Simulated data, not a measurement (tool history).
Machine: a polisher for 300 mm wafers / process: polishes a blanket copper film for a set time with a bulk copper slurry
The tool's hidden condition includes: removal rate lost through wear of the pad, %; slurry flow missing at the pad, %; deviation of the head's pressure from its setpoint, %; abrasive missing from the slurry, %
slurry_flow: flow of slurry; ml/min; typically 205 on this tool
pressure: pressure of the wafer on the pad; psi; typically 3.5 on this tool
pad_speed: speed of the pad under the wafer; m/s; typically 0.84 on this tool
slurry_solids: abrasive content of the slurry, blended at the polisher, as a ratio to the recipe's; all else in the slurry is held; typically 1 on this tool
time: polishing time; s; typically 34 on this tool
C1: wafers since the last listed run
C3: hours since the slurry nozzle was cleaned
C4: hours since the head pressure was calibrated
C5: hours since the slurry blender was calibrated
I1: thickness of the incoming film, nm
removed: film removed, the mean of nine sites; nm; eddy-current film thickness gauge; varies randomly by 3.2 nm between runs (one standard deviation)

Run 1, day 0: usual settings; C1 0; wafers polished on this pad 1898; C3 136.5; C4 106; C5 26.7; I1 4320.2. Result: removed 304.3 nm.
At day 0.862: worn pad replaced by a new one.
Run 2, day 0.883: usual settings; C1 243; wafers polished on this pad 6; C3 157.7; C4 127.2; C5 47.9; I1 4261. Result: removed 311 nm.
Run 3, day 1.825: usual settings but pressure 2.7 psi; C1 319; wafers polished on this pad 326; C3 180.3; C4 149.8; C5 70.5; I1 4336.9. Result: removed 235.3 nm.
Run 4, day 2.808: usual settings but pressure 2.7 psi; C1 333; wafers polished on this pad 659; C3 203.9; C4 173.4; C5 94.1; I1 4332.6. Result: removed 241.5 nm.
Run 5, day 4.104: usual settings but pad_speed 0.92 m/s; C1 439; wafers polished on this pad 1099; C3 235; C4 204.5; C5 125.2; I1 4299. Result: removed 321.7 nm.
Run 6, day 4.967: usual settings but pad_speed 0.92 m/s; C1 292; wafers polished on this pad 1392; C3 255.7; C4 225.2; C5 145.9; I1 4322.2. Result: removed 316 nm.
At day 5.933: slurry blender recalibrated.
Run 7, day 5.979: usual settings; C1 315; wafers polished on this pad 1707; C3 280; C4 249.5; C5 1.1; I1 4308.1. Result: removed 300.3 nm.
Run 8, day 8: usual settings; C1 685; wafers polished on this pad 2393; C3 328.5; C4 298; C5 49.6; I1 4359.8. Result: removed 296.1 nm.
At day 8.258: worn pad replaced by a new one.
Run 9, day 9.429: usual settings; C1 428; wafers polished on this pad 397; C3 362.8; C4 332.3; C5 83.9; I1 4334.2. Result: removed 307.3 nm.
Run 10, day 10.875: usual settings but pressure 4 psi, pad_speed 0.66 m/s; C1 490; wafers polished on this pad 888; C3 397.5; C4 367; C5 118.6; I1 4273.7. Result: removed 311.6 nm.
Run 11, day 11.933: usual settings but pressure 4 psi, pad_speed 0.66 m/s; C1 359; wafers polished on this pad 1247; C3 422.9; C4 392.4; C5 144; I1 4330.2. Result: removed 304.4 nm.
Run 12, day 12.542: usual settings but pressure 4 psi, pad_speed 0.66 m/s; C1 206; wafers polished on this pad 1453; C3 437.5; C4 407; C5 158.6; I1 4282.2. Result: removed 309.1 nm.
At day 13.388: slurry blender recalibrated.
Run 13, day 13.496: usual settings but pressure 4.3 psi; C1 295; wafers polished on this pad 1749; C3 460.4; C4 429.9; C5 2.6; I1 4385.8. Result: removed 373.1 nm.
Run 14, day 14.362: usual settings but pressure 4.3 psi; C1 294; wafers polished on this pad 2043; C3 481.2; C4 450.7; C5 23.4; I1 4238.3. Result: removed 364.2 nm.
At day 14.75: worn pad replaced by a new one.
Run 15, day 18.825: usual settings; C1 1457; wafers polished on this pad 1382; C3 588.3; C4 557.8; C5 130.5; I1 4309.4. Result: removed 301.6 nm.
Run 16, day 20.254: usual settings; C1 485; wafers polished on this pad 1867; C3 622.6; C4 592.1; C5 164.8; I1 4360.5. Result: removed 296.8 nm.
At day 20.8: slurry blender recalibrated.
Run 17, day 20.921: usual settings but slurry_flow 185 ml/min; C1 197; wafers polished on this pad 2065; C3 638.6; C4 608.1; C5 2.9; I1 4346.4. Result: removed 292.8 nm.
At day 21.562: worn pad replaced by a new one.
Run 18, day 22.1: usual settings but pressure 3.1 psi; C1 343; wafers polished on this pad 183; C3 666.9; C4 636.4; C5 31.2; I1 4258.8. Result: removed 267.5 nm.
Run 19, day 23.462: usual settings but slurry_flow 265 ml/min, pressure 4.5 psi, pad_speed 0.6 m/s, time 24 s; C1 462; wafers polished on this pad 645; C3 699.6; C4 669.1; C5 63.9; I1 4295.5. Result: removed 236.9 nm.
Run 20, day 24.867: usual settings but pressure 4.5 psi, pad_speed 0.58 m/s, slurry_solids 1.1, time 46 s; C1 476; wafers polished on this pad 1121; C3 733.3; C4 702.8; C5 97.6; I1 4349.1. Result: removed 437 nm.
Run 21, day 26.362: usual settings but pad_speed 0.98 m/s; C1 507; wafers polished on this pad 1629; C3 769.2; C4 738.7; C5 133.5; I1 4346.2. Result: removed 325.2 nm.
At day 27.121: slurry blender recalibrated.
At day 27.542: slurry nozzle cleaned.
Run 22, day 27.596: usual settings; C1 376; wafers polished on this pad 2005; C3 1.3; C4 768.3; C5 11.4; I1 4271.1. Result: removed 299.3 nm.
At day 28.071: head pressure recalibrated.
At day 28.988: worn pad replaced by a new one.
Run 23, day 29.088: usual settings but pressure 4.4 psi; C1 421; wafers polished on this pad 33; C3 37.1; C4 24.4; C5 47.2; I1 4340.6. Result: removed 393.9 nm.
Run 24, day 30.492: usual settings; C1 476; wafers polished on this pad 509; C3 70.8; C4 58.1; C5 80.9; I1 4362.8. Result: removed 309.1 nm.
Run 25, day 31.854: usual settings; C1 462; wafers polished on this pad 972; C3 103.5; C4 90.8; C5 113.6; I1 4370.3. Result: removed 314.3 nm.
Run 26, day 32.796: usual settings but pressure 4 psi, slurry_solids 1.25, time 23 s; C1 319; wafers polished on this pad 1291; C3 126.1; C4 113.4; C5 136.2; I1 4366.6. Result: removed 249.5 nm.
Run 27, day 33.575: usual settings but pad_speed 0.74 m/s; C1 264; wafers polished on this pad 1556; C3 144.8; C4 132.1; C5 154.9; I1 4289.8. Result: removed 281.7 nm.
Run 28, day 34.808: usual settings but pressure 4.3 psi, pad_speed 0.68 m/s, slurry_solids 1.2, time 40 s; C1 418; wafers polished on this pad 1974; C3 174.4; C4 161.7; C5 184.5; I1 4298. Result: removed 404 nm.
At day 35.042: slurry blender recalibrated.
Run 29, day 35.967: usual settings; C1 364; wafers polished on this pad 2339; C3 202.2; C4 189.5; C5 22.2; I1 4320. Result: removed 295.4 nm.

What if the next run were any one of these 3? Each begins from the tool's condition after run 29:
Run A, day 35.983: usual settings but time 24 s; C1 5; wafers polished on this pad 2345; C3 202.6; C4 189.9; C5 22.6; I1 4264.9. Result: removed ?.
Run B, day 35.983: usual settings but slurry_flow 165 ml/min, pad_speed 1.06 m/s, time 42 s; C1 5; wafers polished on this pad 2345; C3 202.6; C4 189.9; C5 22.6; I1 4264.9. Result: removed ?.
Run C, day 35.983: usual settings but time 26 s; C1 5; wafers polished on this pad 2345; C3 202.6; C4 189.9; C5 22.6; I1 4264.9. Result: removed ?.

run  removed
  A    209.2
  B    414.7
  C    226.7
Stripped of hidden state, with their random variation kept, the same runs would have yielded:
run  removed
  A    220.7
  B    437.4
  C    239.1
